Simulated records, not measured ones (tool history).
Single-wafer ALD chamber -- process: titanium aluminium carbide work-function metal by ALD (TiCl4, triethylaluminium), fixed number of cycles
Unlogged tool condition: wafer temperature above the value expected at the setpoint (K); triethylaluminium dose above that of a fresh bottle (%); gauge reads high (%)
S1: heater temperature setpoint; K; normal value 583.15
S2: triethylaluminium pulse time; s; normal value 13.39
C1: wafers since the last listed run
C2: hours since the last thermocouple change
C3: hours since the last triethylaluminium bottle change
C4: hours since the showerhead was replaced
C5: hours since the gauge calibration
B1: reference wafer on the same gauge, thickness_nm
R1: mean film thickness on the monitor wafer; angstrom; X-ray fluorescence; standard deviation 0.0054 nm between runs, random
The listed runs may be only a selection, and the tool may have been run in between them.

{"run": 1, "hour": 0.0, "S1": 590.15, "S2": 13.39, "C1": 0, "C2": 1123.9, "C3": 1526.7, "C4": 6182.3, "C5": 60.3, "B1": 1.988, "R1": 22.57}
{"run": 2, "hour": 15.2, "S1": 590.15, "S2": 13.39, "C1": 227, "C2": 1139.1, "C3": 1541.9, "C4": 6197.5, "C5": 75.5, "B1": 1.991, "R1": 22.6}
{"run": 3, "hour": 23.6, "S1": 583.15, "S2": 11.83, "C1": 125, "C2": 1147.5, "C3": 1550.3, "C4": 6205.9, "C5": 83.9, "B1": 1.989, "R1": 21.66}
{"run": 4, "hour": 36.4, "S1": 583.15, "S2": 11.83, "C1": 191, "C2": 1160.3, "C3": 1563.1, "C4": 6218.7, "C5": 96.7, "B1": 1.99, "R1": 21.64}
{"run": 5, "hour": 49.6, "S1": 583.15, "S2": 11.83, "C1": 197, "C2": 1173.5, "C3": 1576.3, "C4": 6231.9, "C5": 109.9, "B1": 1.989, "R1": 21.62}
{"run": 6, "hour": 58.5, "S1": 583.15, "S2": 13.39, "C1": 133, "C2": 1182.4, "C3": 1585.2, "C4": 6240.8, "C5": 118.8, "B1": 1.99, "R1": 21.82}
{"run": 7, "hour": 68.9, "S1": 583.15, "S2": 13.39, "C1": 155, "C2": 1192.8, "C3": 1595.6, "C4": 6251.2, "C5": 129.2, "B1": 1.991, "R1": 21.78}
{"run": 8, "hour": 77.1, "S1": 583.15, "S2": 13.39, "C1": 122, "C2": 1201.0, "C3": 1603.8, "C4": 6259.4, "C5": 137.4, "B1": 1.991, "R1": 21.8}
{"run": 9, "hour": 85.6, "S1": 583.15, "S2": 13.39, "C1": 127, "C2": 1209.5, "C3": 1612.3, "C4": 6267.9, "C5": 145.9, "B1": 1.99, "R1": 21.82}
{"run": 10, "hour": 94.3, "S1": 583.15, "S2": 13.39, "C1": 130, "C2": 1218.2, "C3": 1621.0, "C4": 6276.6, "C5": 154.6, "B1": 1.989, "R1": 21.66}
{"run": 11, "hour": 101.7, "S1": 583.15, "S2": 13.39, "C1": 110, "C2": 1225.6, "C3": 1628.4, "C4": 6284.0, "C5": 162.0, "B1": 1.99, "R1": 21.82}
{"run": 12, "hour": 111.6, "S1": 583.15, "S2": 13.39, "C1": 148, "C2": 1235.5, "C3": 1638.3, "C4": 6293.9, "C5": 171.9, "B1": 1.989, "R1": 21.76}
{"run": 13, "hour": 128.2, "S1": 583.15, "S2": 13.39, "C1": 248, "C2": 1252.1, "C3": 1654.9, "C4": 6310.5, "C5": 188.5, "B1": 1.99, "R1": 21.88}
{"hour": 151.5, "done": "showerhead replaced"}
{"run": 14, "hour": 152.0, "S1": 583.15, "S2": 13.39, "C1": 236, "C2": 1275.9, "C3": 1678.7, "C4": 0.5, "C5": 212.3, "B1": 1.99, "R1": 21.87}
{"run": 15, "hour": 152.4, "S1": 583.15, "S2": 13.39, "C1": 5, "C2": 1276.3, "C3": 1679.1, "C4": 0.9, "C5": 212.7, "B1": 1.99, "R1": 21.76}
{"run": 16, "hour": 167.5, "S1": 575.15, "S2": 13.39, "C1": 226, "C2": 1291.4, "C3": 1694.2, "C4": 16.0, "C5": 227.8, "B1": 1.991, "R1": 20.85}
{"run": 17, "hour": 183.2, "S1": 579.15, "S2": 8.66, "C1": 235, "C2": 1307.1, "C3": 1709.9, "C4": 31.7, "C5": 243.5, "B1": 1.988, "R1": 20.69}
{"run": 18, "hour": 196.4, "S1": 595.15, "S2": 8.2, "C1": 197, "C2": 1320.3, "C3": 1723.1, "C4": 44.9, "C5": 256.7, "B1": 1.989, "R1": 21.94}
{"hour": 212.4, "done": "thermocouple changed; heater temperature recalibrated"}
{"hour": 214.7, "done": "triethylaluminium bottle replaced"}
{"run": 19, "hour": 215.2, "S1": 579.15, "S2": 8.58, "C1": 127, "C2": 2.8, "C3": 0.5, "C4": 63.7, "C5": 275.5, "B1": 1.991, "R1": 20.56}
{"hour": 219.3, "done": "gauge calibrated"}
{"run": 20, "hour": 230.7, "S1": 583.15, "S2": 13.39, "C1": 232, "C2": 18.3, "C3": 16.0, "C4": 79.2, "C5": 11.4, "B1": 1.99, "R1": 21.84}
{"run": 21, "hour": 238.5, "S1": 583.15, "S2": 13.39, "C1": 116, "C2": 26.1, "C3": 23.8, "C4": 87.0, "C5": 19.2, "B1": 1.991, "R1": 21.74}
{"run": 22, "hour": 249.8, "S1": 577.15, "S2": 18.01, "C1": 169, "C2": 37.4, "C3": 35.1, "C4": 98.3, "C5": 30.5, "B1": 1.99, "R1": 21.31}
{"run": 23, "hour": 267.3, "S1": 578.15, "S2": 16.53, "C1": 262, "C2": 54.9, "C3": 52.6, "C4": 115.8, "C5": 48.0, "B1": 1.99, "R1": 21.42}
{"run": 24, "hour": 282.0, "S1": 590.15, "S2": 9.11, "C1": 220, "C2": 69.6, "C3": 67.3, "C4": 130.5, "C5": 62.7, "B1": 1.989, "R1": 21.77}
{"run": 25, "hour": 294.7, "S1": 583.15, "S2": 17.47, "C1": 190, "C2": 82.3, "C3": 80.0, "C4": 143.2, "C5": 75.4, "B1": 1.989, "R1": 21.99}
{"run": 26, "hour": 305.5, "S1": 573.15, "S2": 9.42, "C1": 161, "C2": 93.1, "C3": 90.8, "C4": 154.0, "C5": 86.2, "B1": 1.988, "R1": 20.19}
{"run": 27, "hour": 316.7, "S1": 569.15, "S2": 9.28, "C1": 167, "C2": 104.3, "C3": 102.0, "C4": 165.2, "C5": 97.4, "B1": 1.99, "R1": 19.81}
{"run": 28, "hour": 323.2, "S1": 583.15, "S2": 13.39, "C1": 97, "C2": 110.8, "C3": 108.5, "C4": 171.7, "C5": 103.9, "B1": 1.991, "R1": 21.75}
{"run": 29, "hour": 332.4, "S1": 583.15, "S2": 13.39, "C1": 137, "C2": 120.0, "C3": 117.7, "C4": 180.9, "C5": 113.1, "B1": 1.989, "R1": 21.86}

Consider 3 possible next runs. They are alternatives, not a sequence: every one starts from the tool as it was left by run 29. What does each give?
{"run": "A", "hour": 332.8, "S1": 572.15, "S2": 13.39, "C1": 5, "C2": 120.4, "C3": 118.1, "C4": 181.3, "C5": 113.5, "B1": "?", "R1": "?"}
{"run": "B", "hour": 332.8, "S1": 569.15, "S2": 9.11, "C1": 5, "C2": 120.4, "C3": 118.1, "C4": 181.3, "C5": 113.5, "B1": "?", "R1": "?"}
{"run": "C", "hour": 332.8, "S1": 579.15, "S2": 17.13, "C1": 5, "C2": 120.4, "C3": 118.1, "C4": 181.3, "C5": 113.5, "B1": "?", "R1": "?"}

run=A B1=1.990 R1=20.65
run=B B1=1.990 R1=19.70
run=C B1=1.990 R1=21.53
Stripped of hidden state, with their random variation kept, the same runs would have yielded:
run=A R1=20.65
run=B R1=19.70
run=C R1=21.53
